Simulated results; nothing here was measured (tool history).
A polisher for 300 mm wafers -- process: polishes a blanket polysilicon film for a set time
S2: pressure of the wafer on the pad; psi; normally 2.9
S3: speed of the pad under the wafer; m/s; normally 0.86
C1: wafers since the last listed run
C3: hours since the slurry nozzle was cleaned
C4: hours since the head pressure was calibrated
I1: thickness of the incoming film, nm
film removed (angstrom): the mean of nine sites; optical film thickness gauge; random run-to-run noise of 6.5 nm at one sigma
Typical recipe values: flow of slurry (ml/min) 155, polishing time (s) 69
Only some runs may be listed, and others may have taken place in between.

Run 1, day 0: usual settings; C1 0; wafers polished on this pad 748; C3 87.7; C4 250.8; I1 2019.5. Result: film removed (angstrom) 4317.
Run 2, day 0.796: usual settings; C1 246; wafers polished on this pad 995; C3 106.8; C4 269.9; I1 1981.3. Result: film removed (angstrom) 4314.
Run 3, day 1.721: usual settings; C1 286; wafers polished on this pad 1282; C3 129; C4 292.1; I1 1979.8. Result: film removed (angstrom) 4308.
At day 2.396: worn pad replaced by a new one.
Run 4, day 3.208: usual settings; C1 409; wafers polished on this pad 251; C3 164.7; C4 327.8; I1 1977.6. Result: film removed (angstrom) 4353.
At day 3.983: slurry nozzle cleaned.
Run 5, day 4.088: usual settings; C1 259; wafers polished on this pad 511; C3 2.5; C4 348.9; I1 2029.8. Result: film removed (angstrom) 4018.
At day 7.3: slurry nozzle cleaned, repeated, since the last time left the tool worse.
Run 6, day 7.442: usual settings; C1 1027; wafers polished on this pad 1538; C3 3.4; C4 429.4; I1 1972.8. Result: film removed (angstrom) 4525.
At day 7.696: head pressure recalibrated.
At day 8.004: worn pad replaced by a new one.
Run 7, day 8.858: usual settings; C1 361; wafers polished on this pad 264; C3 37.4; C4 27.9; I1 2000. Result: film removed (angstrom) 4390.
Run 8, day 10.133: usual settings; C1 395; wafers polished on this pad 659; C3 68; C4 58.5; I1 1970.7. Result: film removed (angstrom) 4505.
Run 9, day 10.788: usual settings; C1 202; wafers polished on this pad 862; C3 83.7; C4 74.2; I1 2028.5. Result: film removed (angstrom) 4360.
Run 10, day 11.729: usual settings; C1 292; wafers polished on this pad 1154; C3 106.3; C4 96.8; I1 2003. Result: film removed (angstrom) 4311.
Run 11, day 12.879: usual settings; C1 356; wafers polished on this pad 1511; C3 133.9; C4 124.4; I1 1986.4. Result: film removed (angstrom) 4290.
At day 13.15: worn pad replaced by a new one.
Run 12, day 14.208: usual settings but S2 2.3 psi, polishing time (s) 52; C1 360; wafers polished on this pad 328; C3 165.8; C4 156.3; I1 2035.8. Result: film removed (angstrom) 2593.
Run 13, day 14.842: usual settings but S2 2.1 psi; C1 196; wafers polished on this pad 525; C3 181; C4 171.5; I1 2010.2. Result: film removed (angstrom) 3137.
Run 14, day 16.288: usual settings; C1 448; wafers polished on this pad 973; C3 215.7; C4 206.2; I1 2034.6. Result: film removed (angstrom) 4367.
Run 15, day 17.192: usual settings; C1 280; wafers polished on this pad 1254; C3 237.4; C4 227.9; I1 2046.9. Result: film removed (angstrom) 4328.
At day 17.429: slurry nozzle cleaned.
Run 16, day 18.204: usual settings; C1 301; wafers polished on this pad 1555; C3 18.6; C4 252.2; I1 2012.2. Result: film removed (angstrom) 4570.
At day 18.975: worn pad replaced by a new one.
Run 17, day 19.492: usual settings but polishing time (s) 80; C1 347; wafers polished on this pad 160; C3 49.5; C4 283.1; I1 1968.2. Result: film removed (angstrom) 5046.
Run 18, day 20.292: usual settings but S2 3.4 psi; C1 248; wafers polished on this pad 408; C3 68.7; C4 302.3; I1 2017.3. Result: film removed (angstrom) 5266.
Run 19, day 21.104: usual settings; C1 252; wafers polished on this pad 660; C3 88.2; C4 321.8; I1 2045.5. Result: film removed (angstrom) 4338.
Run 20, day 22.412: usual settings but flow of slurry (ml/min) 175, S2 2.2 psi, polishing time (s) 46; C1 405; wafers polished on this pad 1066; C3 119.6; C4 353.2; I1 1998.4. Result: film removed (angstrom) 2237.
Run 21, day 23.042: usual settings but S3 0.56 m/s, polishing time (s) 76; C1 195; wafers polished on this pad 1261; C3 134.7; C4 368.3; I1 2036.5. Result: film removed (angstrom) 3235.
Run 22, day 23.692: usual settings but flow of slurry (ml/min) 115, S2 3.6 psi, polishing time (s) 57; C1 201; wafers polished on this pad 1462; C3 150.3; C4 383.9; I1 2028.1. Result: film removed (angstrom) 4082.
At day 24.579: worn pad replaced by a new one.
Run 23, day 25.062: usual settings; C1 373; wafers polished on this pad 150; C3 183.2; C4 416.8; I1 2046.4. Result: film removed (angstrom) 4234.
Run 24, day 25.571: usual settings but flow of slurry (ml/min) 175, S3 1.02 m/s; C1 157; wafers polished on this pad 307; C3 195.4; C4 429; I1 2014.4. Result: film removed (angstrom) 5231.

Consider 3 possible next runs. They are alternatives, not a sequence: every one starts from the tool as it was left by run 24. What does each give?
Run A, day 25.588: usual settings; C1 5; wafers polished on this pad 313; C3 195.8; C4 429.4; I1 1989.5. Result: film removed (angstrom) ?.
Run B, day 25.588: usual settings but S3 1.12 m/s; C1 5; wafers polished on this pad 313; C3 195.8; C4 429.4; I1 1989.5. Result: film removed (angstrom) ?.
Run C, day 25.588: usual settings but flow of slurry (ml/min) 195; C1 5; wafers polished on this pad 313; C3 195.8; C4 429.4; I1 1989.5. Result: film removed (angstrom) ?.

run  film removed (angstrom)
  A                     4437
  B                     5658
  C                     4653
Take away the tool's hidden state, keep each run's random variation, and the runs would have read:
run  film removed (angstrom)
  A                     4660
  B                     5942
  C                     4837

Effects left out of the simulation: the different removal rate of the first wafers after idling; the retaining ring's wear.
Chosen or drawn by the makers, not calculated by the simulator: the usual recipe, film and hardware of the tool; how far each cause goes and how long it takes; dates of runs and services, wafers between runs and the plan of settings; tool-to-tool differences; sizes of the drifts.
